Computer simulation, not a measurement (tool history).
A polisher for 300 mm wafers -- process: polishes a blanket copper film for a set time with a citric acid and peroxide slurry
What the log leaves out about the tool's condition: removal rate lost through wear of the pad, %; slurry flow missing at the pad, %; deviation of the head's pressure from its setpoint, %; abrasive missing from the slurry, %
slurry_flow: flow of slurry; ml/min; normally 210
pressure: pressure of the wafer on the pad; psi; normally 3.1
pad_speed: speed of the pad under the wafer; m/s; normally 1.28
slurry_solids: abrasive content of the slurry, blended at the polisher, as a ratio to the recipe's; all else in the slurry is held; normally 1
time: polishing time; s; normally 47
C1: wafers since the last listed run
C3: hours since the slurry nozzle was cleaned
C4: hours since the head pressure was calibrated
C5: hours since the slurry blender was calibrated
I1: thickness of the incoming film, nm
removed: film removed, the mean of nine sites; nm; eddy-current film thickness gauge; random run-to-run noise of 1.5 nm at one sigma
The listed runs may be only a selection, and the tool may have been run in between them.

Run 1, hour 0: usual settings; C1 0; wafers polished on this pad 5248; C3 402.8; C4 270.6; C5 517.7; I1 1191.5. Result: removed 152.2 nm.
Run 2, hour 63.8: usual settings; C1 921; wafers polished on this pad 6170; C3 466.6; C4 334.4; C5 581.5; I1 1211.3. Result: removed 149.8 nm.
At hour 76.8: slurry blender recalibrated.
Run 3, hour 142: usual settings; C1 1100; wafers polished on this pad 7271; C3 544.8; C4 412.6; C5 65.2; I1 1195.2. Result: removed 147.3 nm.
At hour 144.3: slurry nozzle cleaned.
At hour 160.3: worn pad replaced by a new one.
Run 4, hour 182.2: usual settings; C1 508; wafers polished on this pad 316; C3 37.9; C4 452.8; C5 105.4; I1 1204.7. Result: removed 150.9 nm.
Run 5, hour 226.3: usual settings; C1 637; wafers polished on this pad 953; C3 82; C4 496.9; C5 149.5; I1 1185. Result: removed 152.2 nm.
Run 6, hour 275.2: usual settings; C1 706; wafers polished on this pad 1660; C3 130.9; C4 545.8; C5 198.4; I1 1206.5. Result: removed 152.7 nm.
Run 7, hour 373.4: usual settings; C1 1418; wafers polished on this pad 3078; C3 229.1; C4 644; C5 296.6; I1 1197.7. Result: removed 152 nm.
Run 8, hour 467.7: usual settings; C1 1362; wafers polished on this pad 4441; C3 323.4; C4 738.3; C5 390.9; I1 1204. Result: removed 153 nm.
At hour 587.2: slurry blender recalibrated.
Run 9, hour 723.1: usual settings; C1 3660; wafers polished on this pad 8102; C3 578.8; C4 993.7; C5 135.9; I1 1217.5. Result: removed 155.9 nm.
At hour 827: slurry nozzle cleaned.
At hour 830.4: worn pad replaced by a new one.
Run 10, hour 830.9: usual settings; C1 1493; wafers polished on this pad 7; C3 3.9; C4 1101.5; C5 243.7; I1 1222.5. Result: removed 151.8 nm.
Run 11, hour 880: usual settings but pad_speed 0.96 m/s; C1 709; wafers polished on this pad 716; C3 53; C4 1150.6; C5 292.8; I1 1199.1. Result: removed 117.1 nm.
Run 12, hour 981.7: usual settings; C1 1469; wafers polished on this pad 2185; C3 154.7; C4 1252.3; C5 394.5; I1 1207.7. Result: removed 153.9 nm.
At hour 1045.1: head pressure recalibrated.
Run 13, hour 1087.3: usual settings; C1 1496; wafers polished on this pad 3682; C3 260.3; C4 42.2; C5 500.1; I1 1185.2. Result: removed 144.3 nm.
Run 14, hour 1167.8: usual settings; C1 1162; wafers polished on this pad 4845; C3 340.8; C4 122.7; C5 580.6; I1 1200.5. Result: removed 146.2 nm.
At hour 1265.7: slurry blender recalibrated.
Run 15, hour 1275.5: usual settings; C1 1527; wafers polished on this pad 6372; C3 448.5; C4 230.4; C5 9.8; I1 1188.5. Result: removed 149.7 nm.
Run 16, hour 1361.5: usual settings but pressure 4 psi, slurry_solids 0.9, time 59 s; C1 1242; wafers polished on this pad 7615; C3 534.5; C4 316.4; C5 95.8; I1 1206.1. Result: removed 232.6 nm.
At hour 1406.5: worn pad replaced by a new one.
At hour 1450.2: slurry nozzle cleaned.
Run 17, hour 1465.3: usual settings but slurry_flow 245 ml/min, pressure 2.3 psi; C1 1427; wafers polished on this pad 835; C3 15.1; C4 420.2; C5 199.6; I1 1215.9. Result: removed 117.4 nm.
Run 18, hour 1559.9: usual settings but slurry_flow 170 ml/min, pad_speed 1.7 m/s, slurry_solids 0.9, time 52 s; C1 1366; wafers polished on this pad 2202; C3 109.7; C4 514.8; C5 294.2; I1 1175. Result: removed 206.5 nm.
Run 19, hour 1608.3: usual settings but pressure 2.2 psi, pad_speed 1.68 m/s; C1 699; wafers polished on this pad 2901; C3 158.1; C4 563.2; C5 342.6; I1 1203.9. Result: removed 141.9 nm.
Run 20, hour 1707.7: usual settings but slurry_flow 160 ml/min, pressure 3.7 psi, time 31 s; C1 1436; wafers polished on this pad 4337; C3 257.5; C4 662.6; C5 442; I1 1183.1. Result: removed 114.5 nm.
Run 21, hour 1809.5: usual settings; C1 1470; wafers polished on this pad 5808; C3 359.3; C4 764.4; C5 543.8; I1 1187.5. Result: removed 151.8 nm.
At hour 1825.3: slurry blender recalibrated.
At hour 1965.7: worn pad replaced by a new one.
Run 22, hour 2013.1: usual settings but slurry_solids 1.15; C1 2854; wafers polished on this pad 684; C3 562.9; C4 968; C5 187.8; I1 1200.9. Result: removed 156 nm.
At hour 2116.4: slurry nozzle cleaned.
Run 23, hour 2120.9: usual settings but pressure 4 psi, pad_speed 1 m/s, slurry_solids 0.9, time 54 s; C1 1542; wafers polished on this pad 2227; C3 4.5; C4 1075.8; C5 295.6; I1 1200.4. Result: removed 169 nm.
Run 24, hour 2168.1: usual settings; C1 681; wafers polished on this pad 2909; C3 51.7; C4 1123; C5 342.8; I1 1197.1. Result: removed 152.3 nm.
Run 25, hour 2208: usual settings; C1 576; wafers polished on this pad 3486; C3 91.6; C4 1162.9; C5 382.7; I1 1200.4. Result: removed 151.9 nm.
At hour 2267.8: head pressure recalibrated.
Run 26, hour 2268.3: usual settings but slurry_flow 280 ml/min; C1 842; wafers polished on this pad 4328; C3 151.9; C4 0.5; C5 443; I1 1194. Result: removed 149.8 nm.
Run 27, hour 2310.1: usual settings; C1 603; wafers polished on this pad 4932; C3 193.7; C4 42.3; C5 484.8; I1 1186. Result: removed 146.4 nm.
Run 28, hour 2370.3: usual settings but pressure 4.2 psi; C1 869; wafers polished on this pad 5801; C3 253.9; C4 102.5; C5 545; I1 1197.1. Result: removed 195.2 nm.
At hour 2409.8: slurry blender recalibrated.
Run 29, hour 2463.2: usual settings but pad_speed 1.56 m/s; C1 1313; wafers polished on this pad 7115; C3 346.8; C4 195.4; C5 53.4; I1 1196.2. Result: removed 181.7 nm.
At hour 2498.1: worn pad replaced by a new one.
At hour 2664.9: slurry nozzle cleaned.
Run 30, hour 2737.4: usual settings but slurry_flow 150 ml/min, pressure 2.5 psi; C1 3889; wafers polished on this pad 3443; C3 72.5; C4 469.6; C5 327.6; I1 1213.7. Result: removed 119.4 nm.
Run 31, hour 2834.1: usual settings but slurry_flow 255 ml/min, slurry_solids 1.3, time 37 s; C1 1397; wafers polished on this pad 4840; C3 169.2; C4 566.3; C5 424.3; I1 1201.7. Result: removed 127.8 nm.

How the hidden state differs across the entries between the runs, from the last listed run before each to the first after it:
In the gap between runs 2 and 3: slurry blender recalibrated (hour 76.8)
  deviation of the head's pressure from its setpoint, %: 4.42 -> 4.92
  the result without the hidden state subtracted from the measured one, removed: +5.7 -> +6.2 nm
In the gap between runs 3 and 4: slurry nozzle cleaned (hour 144.3); worn pad replaced by a new one (hour 160.3)
  deviation of the head's pressure from its setpoint, %: 4.92 -> 5.14
  the result without the hidden state subtracted from the measured one, removed: +6.2 -> +6.7 nm
In the gap between runs 8 and 9: slurry blender recalibrated (hour 587.2)
  deviation of the head's pressure from its setpoint, %: 6.2 -> 6.66
  the result without the hidden state subtracted from the measured one, removed: +8.1 -> +8.8 nm
In the gap between runs 9 and 10: slurry nozzle cleaned (hour 827); worn pad replaced by a new one (hour 830.4)
  deviation of the head's pressure from its setpoint, %: 6.66 -> 6.78
  the result without the hidden state subtracted from the measured one, removed: +8.8 -> +8.7 nm
In the gap between runs 12 and 13: head pressure recalibrated (hour 1045.1)
  deviation of the head's pressure from its setpoint, %: 6.91 -> 0.562
  the result without the hidden state subtracted from the measured one, removed: +9 -> +0.7 nm
In the gap between runs 14 and 15: slurry blender recalibrated (hour 1265.7)
  deviation of the head's pressure from its setpoint, %: 1.66 -> 2.81
  the result without the hidden state subtracted from the measured one, removed: +2.1 -> +3.7 nm
In the gap between runs 16 and 17: worn pad replaced by a new one (hour 1406.5); slurry nozzle cleaned (hour 1450.2)
  deviation of the head's pressure from its setpoint, %: 3.53 -> 4.2
  the result without the hidden state subtracted from the measured one, removed: +7.2 -> +4.3 nm
In the gap between runs 21 and 22: slurry blender recalibrated (hour 1825.3); worn pad replaced by a new one (hour 1965.7)
  deviation of the head's pressure from its setpoint, %: 5.5 -> 5.87
  the result without the hidden state subtracted from the measured one, removed: +7.1 -> +7.8 nm
In the gap between runs 22 and 23: slurry nozzle cleaned (hour 2116.4)
  deviation of the head's pressure from its setpoint, %: 5.87 -> 6
  the result without the hidden state subtracted from the measured one, removed: +7.8 -> +8.6 nm
In the gap between runs 25 and 26: head pressure recalibrated (hour 2267.8)
  deviation of the head's pressure from its setpoint, %: 6.08 -> 0.484
  the result without the hidden state subtracted from the measured one, removed: +7.9 -> +0.7 nm
In the gap between runs 28 and 29: slurry blender recalibrated (hour 2409.8)
  deviation of the head's pressure from its setpoint, %: 1.99 -> 3.06
  the result without the hidden state subtracted from the measured one, removed: +3.5 -> +4.9 nm
In the gap between runs 29 and 30: worn pad replaced by a new one (hour 2498.1); slurry nozzle cleaned (hour 2664.9)
  deviation of the head's pressure from its setpoint, %: 3.06 -> 5.05
  the result without the hidden state subtracted from the measured one, removed: +4.9 -> +5.2 nm

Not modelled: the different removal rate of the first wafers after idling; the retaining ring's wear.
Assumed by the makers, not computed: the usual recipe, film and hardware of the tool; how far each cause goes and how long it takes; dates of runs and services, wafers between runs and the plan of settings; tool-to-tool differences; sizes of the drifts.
